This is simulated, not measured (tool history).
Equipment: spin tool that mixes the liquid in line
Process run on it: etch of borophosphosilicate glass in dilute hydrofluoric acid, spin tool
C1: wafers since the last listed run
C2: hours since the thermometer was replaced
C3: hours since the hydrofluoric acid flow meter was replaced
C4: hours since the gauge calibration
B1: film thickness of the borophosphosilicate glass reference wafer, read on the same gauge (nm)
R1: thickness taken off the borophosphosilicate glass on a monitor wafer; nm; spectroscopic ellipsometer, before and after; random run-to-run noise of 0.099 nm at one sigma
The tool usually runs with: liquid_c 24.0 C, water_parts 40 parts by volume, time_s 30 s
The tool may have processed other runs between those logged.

{"run": 1, "hour": 0.0, "liquid_c": 24.0, "water_parts": 40, "time_s": 30, "C1": 0, "C2": 712.5, "C3": 1368.7, "C4": 205.3, "B1": 110.0, "R1": 24.07}
{"run": 2, "hour": 10.6, "liquid_c": 24.0, "water_parts": 40, "time_s": 35, "C1": 110, "C2": 723.1, "C3": 1379.3, "C4": 215.9, "B1": 109.99, "R1": 28.09}
{"run": 3, "hour": 16.7, "liquid_c": 24.0, "water_parts": 40, "time_s": 35, "C1": 63, "C2": 729.2, "C3": 1385.4, "C4": 222.0, "B1": 109.99, "R1": 27.99}
{"run": 4, "hour": 33.6, "liquid_c": 24.0, "water_parts": 40, "time_s": 30, "C1": 175, "C2": 746.1, "C3": 1402.3, "C4": 238.9, "B1": 110.0, "R1": 23.85}
{"run": 5, "hour": 43.0, "liquid_c": 24.0, "water_parts": 40, "time_s": 30, "C1": 97, "C2": 755.5, "C3": 1411.7, "C4": 248.3, "B1": 109.98, "R1": 23.91}
{"run": 6, "hour": 58.9, "liquid_c": 24.0, "water_parts": 40, "time_s": 30, "C1": 165, "C2": 771.4, "C3": 1427.6, "C4": 264.2, "B1": 110.0, "R1": 23.85}
{"run": 7, "hour": 76.6, "liquid_c": 24.0, "water_parts": 30, "time_s": 30, "C1": 184, "C2": 789.1, "C3": 1445.3, "C4": 281.9, "B1": 110.0, "R1": 32.57}
{"run": 8, "hour": 90.8, "liquid_c": 24.0, "water_parts": 30, "time_s": 30, "C1": 147, "C2": 803.3, "C3": 1459.5, "C4": 296.1, "B1": 110.01, "R1": 32.29}
{"run": 9, "hour": 98.6, "liquid_c": 24.0, "water_parts": 30, "time_s": 30, "C1": 81, "C2": 811.1, "C3": 1467.3, "C4": 303.9, "B1": 110.03, "R1": 32.47}
{"run": 10, "hour": 110.1, "liquid_c": 24.0, "water_parts": 40, "time_s": 30, "C1": 119, "C2": 822.6, "C3": 1478.8, "C4": 315.4, "B1": 110.0, "R1": 24.03}
{"run": 11, "hour": 119.9, "liquid_c": 24.0, "water_parts": 40, "time_s": 30, "C1": 102, "C2": 832.4, "C3": 1488.6, "C4": 325.2, "B1": 110.0, "R1": 23.79}
{"run": 12, "hour": 127.2, "liquid_c": 24.0, "water_parts": 40, "time_s": 30, "C1": 75, "C2": 839.7, "C3": 1495.9, "C4": 332.5, "B1": 110.02, "R1": 23.88}
{"run": 13, "hour": 135.7, "liquid_c": 24.0, "water_parts": 40, "time_s": 30, "C1": 88, "C2": 848.2, "C3": 1504.4, "C4": 341.0, "B1": 110.0, "R1": 23.91}
{"run": 14, "hour": 152.1, "liquid_c": 24.0, "water_parts": 40, "time_s": 30, "C1": 170, "C2": 864.6, "C3": 1520.8, "C4": 357.4, "B1": 110.0, "R1": 23.73}
{"run": 15, "hour": 162.6, "liquid_c": 24.0, "water_parts": 40, "time_s": 30, "C1": 109, "C2": 875.1, "C3": 1531.3, "C4": 367.9, "B1": 110.01, "R1": 23.79}
{"run": 16, "hour": 173.8, "liquid_c": 24.0, "water_parts": 40, "time_s": 30, "C1": 116, "C2": 886.3, "C3": 1542.5, "C4": 379.1, "B1": 109.99, "R1": 23.88}
{"run": 17, "hour": 188.4, "liquid_c": 24.0, "water_parts": 40, "time_s": 30, "C1": 151, "C2": 900.9, "C3": 1557.1, "C4": 393.7, "B1": 110.0, "R1": 23.57}
{"hour": 191.2, "done": "gauge calibrated"}
{"run": 18, "hour": 202.1, "liquid_c": 19.0, "water_parts": 50, "time_s": 45, "C1": 142, "C2": 914.6, "C3": 1570.8, "C4": 10.9, "B1": 110.01, "R1": 22.82}
{"run": 19, "hour": 215.0, "liquid_c": 20.5, "water_parts": 60, "time_s": 15, "C1": 134, "C2": 927.5, "C3": 1583.7, "C4": 23.8, "B1": 109.99, "R1": 6.66}
{"hour": 217.7, "done": "hydrofluoric acid flow meter replaced"}
{"run": 20, "hour": 231.5, "liquid_c": 28.0, "water_parts": 40, "time_s": 40, "C1": 161, "C2": 944.0, "C3": 13.8, "C4": 40.3, "B1": 110.0, "R1": 34.36}
{"run": 21, "hour": 237.8, "liquid_c": 24.0, "water_parts": 40, "time_s": 30, "C1": 65, "C2": 950.3, "C3": 20.1, "C4": 46.6, "B1": 109.98, "R1": 21.75}
{"run": 22, "hour": 246.6, "liquid_c": 28.0, "water_parts": 50, "time_s": 30, "C1": 91, "C2": 959.1, "C3": 28.9, "C4": 55.4, "B1": 110.01, "R1": 20.22}
{"run": 23, "hour": 260.1, "liquid_c": 24.0, "water_parts": 40, "time_s": 30, "C1": 140, "C2": 972.6, "C3": 42.4, "C4": 68.9, "B1": 109.98, "R1": 21.75}
{"run": 24, "hour": 269.5, "liquid_c": 24.0, "water_parts": 40, "time_s": 50, "C1": 97, "C2": 982.0, "C3": 51.8, "C4": 78.3, "B1": 110.0, "R1": 36.17}
{"run": 25, "hour": 279.9, "liquid_c": 24.0, "water_parts": 60, "time_s": 30, "C1": 108, "C2": 992.4, "C3": 62.2, "C4": 88.7, "B1": 110.01, "R1": 14.08}
{"hour": 283.5, "done": "thermometer replaced"}
{"run": 26, "hour": 288.8, "liquid_c": 24.0, "water_parts": 30, "time_s": 20, "C1": 82, "C2": 5.3, "C3": 71.1, "C4": 97.6, "B1": 109.98, "R1": 19.64}
{"hour": 294.7, "done": "hydrofluoric acid flow meter replaced, repeated, since the last time left the tool worse"}
{"run": 27, "hour": 304.0, "liquid_c": 20.5, "water_parts": 60, "time_s": 30, "C1": 147, "C2": 20.5, "C3": 9.3, "C4": 112.8, "B1": 110.02, "R1": 14.4}
{"run": 28, "hour": 314.7, "liquid_c": 24.0, "water_parts": 55, "time_s": 30, "C1": 111, "C2": 31.2, "C3": 20.0, "C4": 123.5, "B1": 110.01, "R1": 18.4}
{"run": 29, "hour": 329.4, "liquid_c": 24.0, "water_parts": 40, "time_s": 30, "C1": 153, "C2": 45.9, "C3": 34.7, "C4": 138.2, "B1": 109.99, "R1": 25.49}
{"run": 30, "hour": 342.7, "liquid_c": 28.0, "water_parts": 30, "time_s": 25, "C1": 138, "C2": 59.2, "C3": 48.0, "C4": 151.5, "B1": 110.01, "R1": 33.83}
{"run": 31, "hour": 351.1, "liquid_c": 24.0, "water_parts": 40, "time_s": 40, "C1": 87, "C2": 67.6, "C3": 56.4, "C4": 159.9, "B1": 109.99, "R1": 34.4}
{"run": 32, "hour": 360.9, "liquid_c": 22.5, "water_parts": 20, "time_s": 30, "C1": 102, "C2": 77.4, "C3": 66.2, "C4": 169.7, "B1": 110.0, "R1": 49.08}

Hidden state at the last listed run before each entry between runs and at the first one after, where it differs:
Between runs 17 and 18: gauge calibrated (hour 191.2)
  hydrofluoric acid flow below the setpoint (%): 8.14 -> 8.21
  measured value less the no-hidden-state value, R1: -2.22 -> -2.17 nm
Between runs 19 and 20: hydrofluoric acid flow meter replaced (hour 217.7)
  hydrofluoric acid flow below the setpoint (%): 8.28 -> 15.3
  measured value less the no-hidden-state value, R1: -0.65 -> -6.64 nm
Between runs 25 and 26: thermometer replaced (hour 283.5)
  hydrofluoric acid flow below the setpoint (%): 15.5 -> 15.6
  measured value less the no-hidden-state value, R1: -2.83 -> -3.80 nm
Between runs 26 and 27: hydrofluoric acid flow meter replaced, repeated, since the last time left the tool worse (hour 294.7)
  hydrofluoric acid flow below the setpoint (%): 15.6 -> 1.15
  measured value less the no-hidden-state value, R1: -3.80 -> -0.18 nm

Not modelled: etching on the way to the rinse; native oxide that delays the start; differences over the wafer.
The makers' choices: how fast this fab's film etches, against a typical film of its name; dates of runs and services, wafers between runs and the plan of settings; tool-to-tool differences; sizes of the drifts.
